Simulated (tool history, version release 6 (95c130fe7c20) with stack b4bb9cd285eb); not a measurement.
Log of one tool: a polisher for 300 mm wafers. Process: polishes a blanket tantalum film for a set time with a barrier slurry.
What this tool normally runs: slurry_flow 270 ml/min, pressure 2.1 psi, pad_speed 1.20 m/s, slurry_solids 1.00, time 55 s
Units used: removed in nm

run    hour  slurry_flow  pressure  pad_speed  slurry_solids  time  wafers since the last listed run  wafers polished on this pad  hours since the slurry nozzle was cleaned  hours since the head pressure was calibrated  hours since the slurry blender was calibrated  incoming thickness of the incoming film, nm  removed
  1     0.0          270       2.1       1.20           1.00    55                                 0                         4505                                      412.0                                         800.7                                          181.1                                        440.3    107.4
        4.2  -- head pressure recalibrated
        7.2  -- worn pad replaced by a new one
  2    30.7          270       2.1       1.20           1.00    55                               323                          295                                      442.7                                          26.5                                          211.8                                        441.5    109.9
  3    69.4          270       2.1       1.20           1.00    55                               488                          783                                      481.4                                          65.2                                          250.5                                        444.8    112.8
  4   117.7          270       2.1       1.20           1.00    55                               609                         1392                                      529.7                                         113.5                                          298.8                                        440.6    107.9
      130.7  -- slurry blender recalibrated
  5   175.8          270       2.1       1.20           1.00    55                               707                         2100                                      587.8                                         171.6                                           45.1                                        442.5    111.3
      319.7  -- worn pad replaced by a new one
      320.6  -- slurry nozzle cleaned
  6   323.4          270       2.1       1.20           1.00    55                              1799                           35                                        2.8                                         319.2                                          192.7                                        435.4    107.3
  7   360.1          305       2.6       1.20           1.00    55                               462                          498                                       39.5                                         355.9                                          229.4                                        440.3    135.9
  8   418.0          305       2.6       1.20           1.00    55                               730                         1228                                       97.4                                         413.8                                          287.3                                        445.9    132.0
  9   456.5          270       2.1       1.20           1.00    55                               485                         1714                                      135.9                                         452.3                                          325.8                                        443.6    107.1
 10   480.8          270       2.1       1.20           1.00    55                               306                         2020                                      160.2                                         476.6                                          350.1                                        437.7    106.6
      526.7  -- slurry blender recalibrated
 11   544.9          270       2.1       1.20           1.00    55                               783                         2803                                      224.3                                         540.7                                           18.2                                        440.6    106.4
 12   601.6          270       2.1       1.20           1.00    55                               715                         3518                                      281.0                                         597.4                                           74.9                                        438.6    106.3
 13   660.4          270       2.1       1.20           1.20    55                               741                         4260                                      339.8                                         656.2                                          133.7                                        439.4    110.8
      671.6  -- worn pad replaced by a new one
 14   716.8          270       2.3       1.20           1.20    55                               660                          570                                      396.2                                         712.6                                          190.1                                        445.5    121.5
 15   761.0          270       2.1       1.20           1.25    55                               557                         1127                                      440.4                                         756.8                                          234.3                                        446.2    113.1
      768.6  -- head pressure recalibrated
 16   825.0          270       1.7       1.20           1.00    42                               781                         1909                                      504.4                                          56.4                                          298.3                                        437.3     69.4
 17   862.5          270       2.1       1.20           1.00    71                               472                         2382                                      541.9                                          93.9                                          335.8                                        447.2    143.9
      882.0  -- slurry blender recalibrated
 18   899.4          270       2.1       1.20           0.80    55                               440                         2822                                      578.8                                         130.8                                           17.4                                        439.2    106.3
 19   956.5          270       1.4       1.20           1.00    55                               720                         3542                                      635.9                                         187.9                                           74.5                                        432.0     73.3
 20  1000.8          270       1.5       1.20           1.30    73                               558                         4101                                      680.2                                         232.2                                          118.8                                        441.6    110.7
     1035.4  -- worn pad replaced by a new one
 21  1044.4          270       2.1       0.88           1.00    55                               499                          113                                      723.8                                         275.8                                          162.4                                        446.9     79.9
     1052.7  -- slurry nozzle cleaned
 22  1087.4          270       1.7       1.34           1.25    66                               529                          642                                       34.7                                         318.8                                          205.4                                        444.0    125.9
 23  1131.9          230       1.5       1.20           1.00    69                               561                         1204                                       79.2                                         363.3                                          249.9                                        436.9     95.4
 24  1197.8          270       1.7       0.92           1.00    73                               831                         2035                                      145.1                                         429.2                                          315.8                                        441.1     88.4
 25  1246.8          295       2.1       1.38           1.00    63                               617                         2653                                      194.1                                         478.2                                          364.8                                        446.2    144.4
     1260.5  -- slurry blender recalibrated
 26  1273.1          270       2.1       1.20           1.00    55                               306                         2959                                      220.4                                         504.5                                           12.6                                        440.7    106.3
 27  1344.2          200       2.1       1.20           1.00    55                               896                         3856                                      291.5                                         575.6                                           83.7                                        438.9    102.4
     1386.6  -- worn pad replaced by a new one
 28  1387.1          270       2.1       1.20           1.00    55                               490                            6                                      334.4                                         618.5                                          126.6                                        437.7    109.6
 29  1445.3          270       2.1       1.20           1.25    48                               733                          740                                      392.6                                         676.7                                          184.8                                        442.7     97.0
     1485.7  -- head pressure recalibrated
 30  1503.0          270       1.7       1.20           1.00    42                               702                         1442                                      450.3                                          17.3                                          242.5                                        448.7     68.6

4 ways to go on from here, each from the tool as it stands after run 30. What would each give?
  A  1503.4          270       2.1       1.44           1.00    55                                 5                         1447                                      450.7                                          17.7                                          242.9                                        440.6        ?
  B  1503.4          300       2.1       1.20           1.00    49                                 5                         1447                                      450.7                                          17.7                                          242.9                                        440.6        ?
  C  1503.4          270       2.1       1.36           1.00    41                                 5                         1447                                      450.7                                          17.7                                          242.9                                        440.6        ?
  D  1503.4          270       2.1       1.20           1.00    42                                 5                         1447                                      450.7                                          17.7                                          242.9                                        440.6        ?

run  removed
  A    134.2
  B    100.7
  C     94.5
  D     85.4
With no hidden state in the tool, these same runs would have given:
run  removed
  A    135.3
  B    101.6
  C     95.3
  D     86.1
